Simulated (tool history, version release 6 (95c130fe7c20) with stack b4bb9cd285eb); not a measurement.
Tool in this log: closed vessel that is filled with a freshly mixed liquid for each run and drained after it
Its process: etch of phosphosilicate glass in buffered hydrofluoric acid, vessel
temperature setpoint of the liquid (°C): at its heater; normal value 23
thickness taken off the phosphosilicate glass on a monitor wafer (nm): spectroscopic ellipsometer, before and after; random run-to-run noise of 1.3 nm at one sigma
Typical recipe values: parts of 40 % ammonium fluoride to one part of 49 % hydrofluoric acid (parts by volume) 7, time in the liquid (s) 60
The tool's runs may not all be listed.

run,day,temperature setpoint of the liquid (°C),parts of 40 % ammonium fluoride to one part of 49 % hydrofluoric acid (parts by volume),time in the liquid (s),"read-back film thickness of the phosphosilicate glass reference wafer, read on the same gauge (nm)",thickness taken off the phosphosilicate glass on a monitor wafer (nm)
1,0,23,5,60,70,409.96
2,0.575,23,7,60,69.99,302.96
3,0.95,23,7,60,70.01,303
4,1.688,23,7,60,70.01,302.31
5,2.1,23,7,60,69.98,300.62
6,2.762,23,7,60,70,300.97
7,3.042,23,7,60,70.01,299.75
# day 3.129: thermometer replaced
8,3.546,23,7,60,70,300.52
9,4.242,26.5,5.5,30,69.99,228.78
# day 4.521: hydrofluoric acid flow meter replaced
10,5.2,23,7,60,69.99,279.95
# day 5.308: gauge calibrated
11,5.8,23,7,40,70.03,187.09
12,6.167,24.5,5.5,35,69.98,223.86
# day 6.583: hydrofluoric acid flow meter replaced, repeated, since the last time left the tool worse
13,6.896,25,8.5,90,70.01,435.28
14,7.362,23,7,60,69.97,322.52
15,7.979,23,7,85,70.01,455.28
16,8.362,18.5,5,40,70.01,222.93

Branching from run 16: 5 alternative next runs. What would each branch give?
A,8.392,23,7,60,?,?
B,8.392,23,9,60,?,?
C,8.392,24.5,8.5,75,?,?
D,8.392,23,7,75,?,?
E,8.392,23,9,70,?,?

run,"read-back film thickness of the phosphosilicate glass reference wafer, read on the same gauge (nm)",thickness taken off the phosphosilicate glass on a monitor wafer (nm)
A,70.01,320.69
B,70.01,245.62
C,70.01,352.67
D,70.01,400.86
E,70.01,286.56
Stripped of hidden state, with their random variation kept, the same runs would have yielded:
run,thickness taken off the phosphosilicate glass on a monitor wafer (nm)
A,324.79
B,247.43
C,357.17
D,405.98
E,288.67
